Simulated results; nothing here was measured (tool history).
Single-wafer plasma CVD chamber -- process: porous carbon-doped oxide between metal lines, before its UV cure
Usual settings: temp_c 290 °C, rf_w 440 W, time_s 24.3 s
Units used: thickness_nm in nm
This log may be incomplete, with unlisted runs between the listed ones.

| run | hour | temp_c | rf_w | time_s | wafers since the last listed run | hours since the last thermocouple change | hours since the last RF generator calibration | hours since the showerhead was replaced | hours since the gauge calibration | read-back reference wafer on the same gauge, thickness_nm | thickness_nm |
|---|---|---|---|---|---|---|---|---|---|---|---|
| 1 | 0 | 290 | 440 | 25.7 | 0 | 2096.1 | 1741.5 | 5199.5 | 621.8 | 132.003 | 135.046 |
| 2 | 52.9 | 290 | 440 | 25.7 | 817 | 2149 | 1794.4 | 5252.4 | 674.7 | 131.943 | 134.983 |
| 3 | 85.6 | 290 | 440 | 25.7 | 505 | 2181.7 | 1827.1 | 5285.1 | 707.4 | 132.098 | 134.407 |
| 4 | 150.2 | 290 | 440 | 24.3 | 998 | 2246.3 | 1891.7 | 5349.7 | 772 | 131.813 | 128.143 |
| 5 | 211.7 | 290 | 440 | 24.3 | 950 | 2307.8 | 1953.2 | 5411.2 | 833.5 | 131.964 | 127.616 |
| 6 | 283.5 | 290 | 440 | 24.3 | 1109 | 2379.6 | 2025 | 5483 | 905.3 | 132.052 | 127.414 |
| 7 | 333.5 | 290 | 440 | 24.3 | 772 | 2429.6 | 2075 | 5533 | 955.3 | 132.022 | 127.495 |
|  | 353.5 | showerhead replaced |
|  | 362.6 | thermocouple changed; heater temperature recalibrated |
| 8 | 376.4 | 290 | 440 | 22.2 | 415 | 13.8 | 2117.9 | 22.9 | 998.2 | 132.127 | 117.04 |
|  | 387.6 | gauge calibrated |
| 9 | 435.5 | 290 | 440 | 22.9 | 913 | 72.9 | 2177 | 82 | 47.9 | 132.257 | 120.717 |
|  | 456.3 | RF generator calibrated |
| 10 | 487.3 | 290 | 440 | 22.9 | 676 | 124.7 | 31 | 133.8 | 99.7 | 131.884 | 120.976 |
| 11 | 513.9 | 290 | 440 | 21.3 | 410 | 151.3 | 57.6 | 160.4 | 126.3 | 132.167 | 111.869 |
| 12 | 543.6 | 284 | 510 | 27.3 | 458 | 181 | 87.3 | 190.1 | 156 | 131.912 | 157.582 |
| 13 | 593.5 | 290 | 440 | 24.3 | 770 | 230.9 | 137.2 | 240 | 205.9 | 131.708 | 128.368 |
| 14 | 659.2 | 305 | 440 | 24.3 | 1015 | 296.6 | 202.9 | 305.7 | 271.6 | 131.778 | 117.573 |
| 15 | 716 | 277 | 415 | 27.4 | 877 | 353.4 | 259.7 | 362.5 | 328.4 | 131.989 | 149.792 |
| 16 | 764.5 | 290 | 440 | 24.3 | 749 | 401.9 | 308.2 | 411 | 376.9 | 131.942 | 127.264 |
| 17 | 814.7 | 301 | 440 | 24.3 | 775 | 452.1 | 358.4 | 461.2 | 427.1 | 132.049 | 120.189 |
| 18 | 869.4 | 299 | 355 | 26.6 | 845 | 506.8 | 413.1 | 515.9 | 481.8 | 131.988 | 119.414 |
| 19 | 901.1 | 304 | 440 | 24.3 | 489 | 538.5 | 444.8 | 547.6 | 513.5 | 132.158 | 119.067 |
| 20 | 952 | 294 | 440 | 24.3 | 786 | 589.4 | 495.7 | 598.5 | 564.4 | 131.964 | 125.316 |

5 ways to go on from here, each from the tool as it stands after run 20. What would each give?
| A | 952.4 | 281 | 440 | 24.3 | 6 | 589.8 | 496.1 | 598.9 | 564.8 | ? | ? |
| B | 952.4 | 297 | 475 | 26 | 6 | 589.8 | 496.1 | 598.9 | 564.8 | ? | ? |
| C | 952.4 | 298 | 480 | 26.5 | 6 | 589.8 | 496.1 | 598.9 | 564.8 | ? | ? |
| D | 952.4 | 283 | 440 | 24.3 | 6 | 589.8 | 496.1 | 598.9 | 564.8 | ? | ? |
| E | 952.4 | 290 | 440 | 29 | 6 | 589.8 | 496.1 | 598.9 | 564.8 | ? | ? |

| run | read-back reference wafer on the same gauge, thickness_nm | thickness_nm |
|---|---|---|
| A | 132.171 | 134.443 |
| B | 132.171 | 136.625 |
| C | 132.171 | 139.087 |
| D | 132.171 | 132.971 |
| E | 132.171 | 151.914 |
Stripped of hidden state, with their random variation kept, the same runs would have yielded:
| run | thickness_nm |
|---|---|
| A | 134.443 |
| B | 136.625 |
| C | 139.087 |
| D | 132.971 |
| E | 151.914 |

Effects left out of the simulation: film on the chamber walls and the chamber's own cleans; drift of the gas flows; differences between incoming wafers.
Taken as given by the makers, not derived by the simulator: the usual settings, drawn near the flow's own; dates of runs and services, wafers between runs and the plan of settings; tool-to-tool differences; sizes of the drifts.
